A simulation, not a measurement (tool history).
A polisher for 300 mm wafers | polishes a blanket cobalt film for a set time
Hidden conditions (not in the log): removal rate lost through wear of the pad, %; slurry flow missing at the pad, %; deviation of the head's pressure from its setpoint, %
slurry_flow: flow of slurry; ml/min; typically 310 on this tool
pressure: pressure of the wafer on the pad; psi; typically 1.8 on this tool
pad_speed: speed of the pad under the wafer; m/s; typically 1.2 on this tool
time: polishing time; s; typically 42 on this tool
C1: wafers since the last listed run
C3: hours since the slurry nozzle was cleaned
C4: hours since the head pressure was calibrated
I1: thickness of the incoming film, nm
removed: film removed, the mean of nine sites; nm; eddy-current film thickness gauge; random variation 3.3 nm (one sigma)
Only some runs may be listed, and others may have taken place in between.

{"run": 1, "hour": 0.0, "slurry_flow": 310, "pressure": 1.8, "pad_speed": 1.2, "time": 42, "C1": 0, "wafers polished on this pad": 1299, "C3": 38.7, "C4": 16.5, "I1": 640.4, "removed": 248.4}
{"run": 2, "hour": 67.6, "slurry_flow": 310, "pressure": 1.8, "pad_speed": 1.2, "time": 42, "C1": 613, "wafers polished on this pad": 1912, "C3": 106.3, "C4": 84.1, "I1": 646.8, "removed": 244.5}
{"hour": 92.1, "done": "worn pad replaced by a new one"}
{"run": 3, "hour": 110.5, "slurry_flow": 310, "pressure": 1.8, "pad_speed": 1.2, "time": 42, "C1": 352, "wafers polished on this pad": 166, "C3": 149.2, "C4": 127, "I1": 639.8, "removed": 252.5}
{"run": 4, "hour": 157.4, "slurry_flow": 310, "pressure": 1.8, "pad_speed": 1.2, "time": 42, "C1": 425, "wafers polished on this pad": 592, "C3": 196.1, "C4": 173.9, "I1": 634.1, "removed": 256.2}
{"hour": 205.6, "done": "slurry nozzle cleaned"}
{"run": 5, "hour": 218.0, "slurry_flow": 310, "pressure": 1.8, "pad_speed": 1.2, "time": 42, "C1": 540, "wafers polished on this pad": 1132, "C3": 12.4, "C4": 234.5, "I1": 640.2, "removed": 245.1}
{"run": 6, "hour": 289.2, "slurry_flow": 310, "pressure": 1.8, "pad_speed": 1.2, "time": 42, "C1": 645, "wafers polished on this pad": 1778, "C3": 83.6, "C4": 305.7, "I1": 634.2, "removed": 245.5}
{"hour": 330.8, "done": "worn pad replaced by a new one"}
{"run": 7, "hour": 338.1, "slurry_flow": 230, "pressure": 1.8, "pad_speed": 1.2, "time": 42, "C1": 407, "wafers polished on this pad": 66, "C3": 132.5, "C4": 354.6, "I1": 642.1, "removed": 253.4}
{"run": 8, "hour": 380.9, "slurry_flow": 230, "pressure": 1.8, "pad_speed": 1.2, "time": 42, "C1": 388, "wafers polished on this pad": 454, "C3": 175.3, "C4": 397.4, "I1": 637.1, "removed": 250}
{"run": 9, "hour": 433.3, "slurry_flow": 230, "pressure": 1.8, "pad_speed": 1.2, "time": 42, "C1": 475, "wafers polished on this pad": 929, "C3": 227.7, "C4": 449.8, "I1": 639.1, "removed": 253.1}
{"hour": 453.6, "done": "slurry nozzle cleaned"}
{"run": 10, "hour": 487.1, "slurry_flow": 310, "pressure": 1.8, "pad_speed": 1.2, "time": 42, "C1": 478, "wafers polished on this pad": 1408, "C3": 33.5, "C4": 503.6, "I1": 637.7, "removed": 253.5}
{"run": 11, "hour": 522.9, "slurry_flow": 310, "pressure": 1.8, "pad_speed": 1.2, "time": 42, "C1": 324, "wafers polished on this pad": 1733, "C3": 69.3, "C4": 539.4, "I1": 632.9, "removed": 247}
{"hour": 558.1, "done": "head pressure recalibrated"}
{"run": 12, "hour": 560.4, "slurry_flow": 310, "pressure": 1.8, "pad_speed": 1.2, "time": 42, "C1": 321, "wafers polished on this pad": 2055, "C3": 106.8, "C4": 2.3, "I1": 638.5, "removed": 246.5}
{"hour": 581.7, "done": "worn pad replaced by a new one"}
{"run": 13, "hour": 609.2, "slurry_flow": 260, "pressure": 1.8, "pad_speed": 0.82, "time": 34, "C1": 406, "wafers polished on this pad": 249, "C3": 155.6, "C4": 51.1, "I1": 633.6, "removed": 162.6}
{"run": 14, "hour": 636.7, "slurry_flow": 310, "pressure": 1.8, "pad_speed": 1.2, "time": 42, "C1": 249, "wafers polished on this pad": 498, "C3": 183.1, "C4": 78.6, "I1": 638.6, "removed": 258.5}
{"hour": 680.9, "done": "slurry nozzle cleaned"}
{"run": 15, "hour": 705.3, "slurry_flow": 310, "pressure": 2.2, "pad_speed": 1.2, "time": 37, "C1": 613, "wafers polished on this pad": 1111, "C3": 24.4, "C4": 147.2, "I1": 638.3, "removed": 250.7}
{"run": 16, "hour": 764.3, "slurry_flow": 310, "pressure": 2.2, "pad_speed": 0.98, "time": 42, "C1": 535, "wafers polished on this pad": 1646, "C3": 83.4, "C4": 206.2, "I1": 639.5, "removed": 244.6}
{"hour": 821.7, "done": "worn pad replaced by a new one"}
{"run": 17, "hour": 915.7, "slurry_flow": 265, "pressure": 1.8, "pad_speed": 1.2, "time": 34, "C1": 1336, "wafers polished on this pad": 852, "C3": 234.8, "C4": 357.6, "I1": 647.2, "removed": 199.8}
{"hour": 917.6, "done": "slurry nozzle cleaned"}
{"run": 18, "hour": 953.0, "slurry_flow": 310, "pressure": 2.4, "pad_speed": 1.2, "time": 42, "C1": 329, "wafers polished on this pad": 1181, "C3": 35.4, "C4": 394.9, "I1": 636.7, "removed": 300.4}
{"run": 19, "hour": 989.1, "slurry_flow": 310, "pressure": 2.1, "pad_speed": 1.6, "time": 42, "C1": 327, "wafers polished on this pad": 1508, "C3": 71.5, "C4": 431, "I1": 633.9, "removed": 334.8}
{"hour": 1031.5, "done": "head pressure recalibrated"}
{"hour": 1063.1, "done": "worn pad replaced by a new one"}
{"run": 20, "hour": 1063.6, "slurry_flow": 260, "pressure": 1.6, "pad_speed": 1.1, "time": 54, "C1": 621, "wafers polished on this pad": 4, "C3": 146, "C4": 32.1, "I1": 626.6, "removed": 298}
{"run": 21, "hour": 1093.3, "slurry_flow": 310, "pressure": 1.8, "pad_speed": 0.9, "time": 53, "C1": 269, "wafers polished on this pad": 273, "C3": 175.7, "C4": 61.8, "I1": 639.7, "removed": 273.7}
{"run": 22, "hour": 1132.5, "slurry_flow": 265, "pressure": 1.8, "pad_speed": 1.2, "time": 34, "C1": 355, "wafers polished on this pad": 629, "C3": 214.9, "C4": 101, "I1": 631.1, "removed": 203}
{"hour": 1165.8, "done": "slurry nozzle cleaned"}
{"run": 23, "hour": 1180.1, "slurry_flow": 400, "pressure": 1.8, "pad_speed": 1.2, "time": 42, "C1": 422, "wafers polished on this pad": 1051, "C3": 14.3, "C4": 148.6, "I1": 653.6, "removed": 260.4}
{"run": 24, "hour": 1240.9, "slurry_flow": 280, "pressure": 1.8, "pad_speed": 1.2, "time": 52, "C1": 551, "wafers polished on this pad": 1603, "C3": 75.1, "C4": 209.4, "I1": 639.1, "removed": 305.7}
{"run": 25, "hour": 1299.6, "slurry_flow": 310, "pressure": 1.8, "pad_speed": 1.2, "time": 36, "C1": 532, "wafers polished on this pad": 2135, "C3": 133.8, "C4": 268.1, "I1": 645.5, "removed": 206.5}

Forecast each of these 4 alternatives for the next run:
{"run": "A", "hour": 1300.0, "slurry_flow": 310, "pressure": 1.8, "pad_speed": 1.2, "time": 42, "C1": 3, "wafers polished on this pad": 2139, "C3": 134.2, "C4": 268.5, "I1": 639.9, "removed": "?"}
{"run": "B", "hour": 1300.0, "slurry_flow": 310, "pressure": 1.8, "pad_speed": 1.2, "time": 38, "C1": 3, "wafers polished on this pad": 2139, "C3": 134.2, "C4": 268.5, "I1": 639.9, "removed": "?"}
{"run": "C", "hour": 1300.0, "slurry_flow": 380, "pressure": 1.8, "pad_speed": 1.08, "time": 42, "C1": 3, "wafers polished on this pad": 2139, "C3": 134.2, "C4": 268.5, "I1": 639.9, "removed": "?"}
{"run": "D", "hour": 1300.0, "slurry_flow": 310, "pressure": 1.8, "pad_speed": 1.2, "time": 37, "C1": 3, "wafers polished on this pad": 2139, "C3": 134.2, "C4": 268.5, "I1": 639.9, "removed": "?"}

run=A removed=243.3
run=B removed=220.1
run=C removed=231.2
run=D removed=214.3
What these runs would have given with no unlogged condition in the tool:
run=A removed=262.8
run=B removed=237.8
run=C removed=249.8
run=D removed=231.5

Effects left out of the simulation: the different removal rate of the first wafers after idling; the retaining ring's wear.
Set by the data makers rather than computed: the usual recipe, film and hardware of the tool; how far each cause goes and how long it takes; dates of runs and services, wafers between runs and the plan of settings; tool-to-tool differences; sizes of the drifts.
